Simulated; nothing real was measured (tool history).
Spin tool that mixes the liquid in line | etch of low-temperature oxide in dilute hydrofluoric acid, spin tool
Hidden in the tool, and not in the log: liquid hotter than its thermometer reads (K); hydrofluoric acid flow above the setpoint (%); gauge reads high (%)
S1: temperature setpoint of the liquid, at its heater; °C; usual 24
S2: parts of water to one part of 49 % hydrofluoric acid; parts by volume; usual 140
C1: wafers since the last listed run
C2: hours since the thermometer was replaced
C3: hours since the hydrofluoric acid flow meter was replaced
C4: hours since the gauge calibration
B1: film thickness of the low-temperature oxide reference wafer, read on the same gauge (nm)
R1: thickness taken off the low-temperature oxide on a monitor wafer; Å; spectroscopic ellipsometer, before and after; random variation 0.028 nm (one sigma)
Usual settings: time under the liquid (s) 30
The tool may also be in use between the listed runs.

{"run": 1, "hour": 0.0, "S1": 24, "S2": 140, "time under the liquid (s)": 30, "C1": 0, "C2": 621.5, "C3": 1147.2, "C4": 285.2, "B1": 79.99, "R1": 61.6}
{"run": 2, "hour": 8.7, "S1": 24, "S2": 140, "time under the liquid (s)": 30, "C1": 134, "C2": 630.2, "C3": 1155.9, "C4": 293.9, "B1": 80, "R1": 62.2}
{"run": 3, "hour": 16.0, "S1": 24, "S2": 140, "time under the liquid (s)": 40, "C1": 112, "C2": 637.5, "C3": 1163.2, "C4": 301.2, "B1": 79.98, "R1": 83.1}
{"run": 4, "hour": 33.1, "S1": 24, "S2": 140, "time under the liquid (s)": 40, "C1": 264, "C2": 654.6, "C3": 1180.3, "C4": 318.3, "B1": 80, "R1": 83.3}
{"run": 5, "hour": 48.7, "S1": 24, "S2": 140, "time under the liquid (s)": 40, "C1": 240, "C2": 670.2, "C3": 1195.9, "C4": 333.9, "B1": 79.98, "R1": 82.3}
{"run": 6, "hour": 64.9, "S1": 24, "S2": 140, "time under the liquid (s)": 30, "C1": 250, "C2": 686.4, "C3": 1212.1, "C4": 350.1, "B1": 80.01, "R1": 62.3}
{"run": 7, "hour": 82.7, "S1": 24, "S2": 140, "time under the liquid (s)": 30, "C1": 274, "C2": 704.2, "C3": 1229.9, "C4": 367.9, "B1": 79.99, "R1": 62.4}
{"hour": 84.6, "done": "thermometer replaced"}
{"run": 8, "hour": 96.8, "S1": 24, "S2": 100, "time under the liquid (s)": 30, "C1": 202, "C2": 12.2, "C3": 1244, "C4": 382, "B1": 80.01, "R1": 91.2}
{"run": 9, "hour": 112.0, "S1": 24, "S2": 100, "time under the liquid (s)": 30, "C1": 234, "C2": 27.4, "C3": 1259.2, "C4": 397.2, "B1": 80.02, "R1": 91}
{"run": 10, "hour": 129.7, "S1": 24, "S2": 140, "time under the liquid (s)": 30, "C1": 273, "C2": 45.1, "C3": 1276.9, "C4": 414.9, "B1": 80, "R1": 62.9}
{"run": 11, "hour": 162.5, "S1": 24, "S2": 140, "time under the liquid (s)": 15, "C1": 506, "C2": 77.9, "C3": 1309.7, "C4": 447.7, "B1": 80, "R1": 31.1}
{"run": 12, "hour": 182.7, "S1": 24, "S2": 140, "time under the liquid (s)": 15, "C1": 312, "C2": 98.1, "C3": 1329.9, "C4": 467.9, "B1": 79.98, "R1": 31.5}
{"run": 13, "hour": 197.2, "S1": 24, "S2": 90, "time under the liquid (s)": 30, "C1": 223, "C2": 112.6, "C3": 1344.4, "C4": 482.4, "B1": 79.99, "R1": 103.9}
{"run": 14, "hour": 213.9, "S1": 24, "S2": 210, "time under the liquid (s)": 15, "C1": 257, "C2": 129.3, "C3": 1361.1, "C4": 499.1, "B1": 80, "R1": 19.6}
{"run": 15, "hour": 245.4, "S1": 22.5, "S2": 140, "time under the liquid (s)": 30, "C1": 486, "C2": 160.8, "C3": 1392.6, "C4": 530.6, "B1": 79.98, "R1": 59.5}
{"hour": 248.8, "done": "hydrofluoric acid flow meter replaced"}
{"run": 16, "hour": 261.8, "S1": 24, "S2": 190, "time under the liquid (s)": 30, "C1": 237, "C2": 177.2, "C3": 13, "C4": 547, "B1": 79.99, "R1": 40.3}
{"run": 17, "hour": 301.5, "S1": 24, "S2": 185, "time under the liquid (s)": 30, "C1": 613, "C2": 216.9, "C3": 52.7, "C4": 586.7, "B1": 80.01, "R1": 41}
{"hour": 302.4, "done": "gauge calibrated"}
{"run": 18, "hour": 319.5, "S1": 24, "S2": 140, "time under the liquid (s)": 30, "C1": 278, "C2": 234.9, "C3": 70.7, "C4": 17.1, "B1": 80.02, "R1": 58}
{"run": 19, "hour": 331.4, "S1": 20, "S2": 115, "time under the liquid (s)": 40, "C1": 183, "C2": 246.8, "C3": 82.6, "C4": 29, "B1": 80, "R1": 82.3}
{"run": 20, "hour": 343.7, "S1": 24, "S2": 195, "time under the liquid (s)": 30, "C1": 190, "C2": 259.1, "C3": 94.9, "C4": 41.3, "B1": 79.99, "R1": 38.7}
{"run": 21, "hour": 351.7, "S1": 20, "S2": 115, "time under the liquid (s)": 40, "C1": 123, "C2": 267.1, "C3": 102.9, "C4": 49.3, "B1": 80.01, "R1": 82.1}
{"run": 22, "hour": 368.2, "S1": 19, "S2": 80, "time under the liquid (s)": 30, "C1": 254, "C2": 283.6, "C3": 119.4, "C4": 65.8, "B1": 80.01, "R1": 88.6}
{"run": 23, "hour": 381.0, "S1": 27, "S2": 160, "time under the liquid (s)": 40, "C1": 197, "C2": 296.4, "C3": 132.2, "C4": 78.6, "B1": 79.98, "R1": 74.3}
{"run": 24, "hour": 392.8, "S1": 24, "S2": 100, "time under the liquid (s)": 35, "C1": 182, "C2": 308.2, "C3": 144, "C4": 90.4, "B1": 80.02, "R1": 99.1}
{"run": 25, "hour": 408.9, "S1": 24, "S2": 85, "time under the liquid (s)": 30, "C1": 248, "C2": 324.3, "C3": 160.1, "C4": 106.5, "B1": 79.99, "R1": 102.2}
{"run": 26, "hour": 416.3, "S1": 28.5, "S2": 140, "time under the liquid (s)": 30, "C1": 114, "C2": 331.7, "C3": 167.5, "C4": 113.9, "B1": 80.02, "R1": 68.3}
{"run": 27, "hour": 432.7, "S1": 26, "S2": 140, "time under the liquid (s)": 45, "C1": 253, "C2": 348.1, "C3": 183.9, "C4": 130.3, "B1": 80, "R1": 93.5}
{"run": 28, "hour": 444.8, "S1": 22, "S2": 85, "time under the liquid (s)": 40, "C1": 186, "C2": 360.2, "C3": 196, "C4": 142.4, "B1": 80, "R1": 125.8}
{"run": 29, "hour": 453.3, "S1": 26, "S2": 140, "time under the liquid (s)": 45, "C1": 131, "C2": 368.7, "C3": 204.5, "C4": 150.9, "B1": 80, "R1": 94.4}
{"run": 30, "hour": 461.5, "S1": 24, "S2": 95, "time under the liquid (s)": 30, "C1": 126, "C2": 376.9, "C3": 212.7, "C4": 159.1, "B1": 80, "R1": 89.9}
{"run": 31, "hour": 472.8, "S1": 24, "S2": 140, "time under the liquid (s)": 30, "C1": 174, "C2": 388.2, "C3": 224, "C4": 170.4, "B1": 79.99, "R1": 58.9}
{"run": 32, "hour": 489.9, "S1": 24, "S2": 140, "time under the liquid (s)": 30, "C1": 264, "C2": 405.3, "C3": 241.1, "C4": 187.5, "B1": 79.99, "R1": 58.3}
{"run": 33, "hour": 503.6, "S1": 19, "S2": 90, "time under the liquid (s)": 40, "C1": 211, "C2": 419, "C3": 254.8, "C4": 201.2, "B1": 79.99, "R1": 104.5}

Hidden state at the last listed run before each entry between runs and at the first one after, where it differs:
Between runs 7 and 8: thermometer replaced (hour 84.6)
  hydrofluoric acid flow above the setpoint (%): 8.74 -> 8.83
  measured less the result without the state, R1: +5.8 -> +8.2 Å
Between runs 15 and 16: hydrofluoric acid flow meter replaced (hour 248.8)
  hydrofluoric acid flow above the setpoint (%): 9.8 -> 1.11
  measured less the result without the state, R1: +6 -> +0.5 Å
Between runs 17 and 18: gauge calibrated (hour 302.4)
  hydrofluoric acid flow above the setpoint (%): 1.37 -> 1.49
  measured less the result without the state, R1: +0.7 -> +1 Å
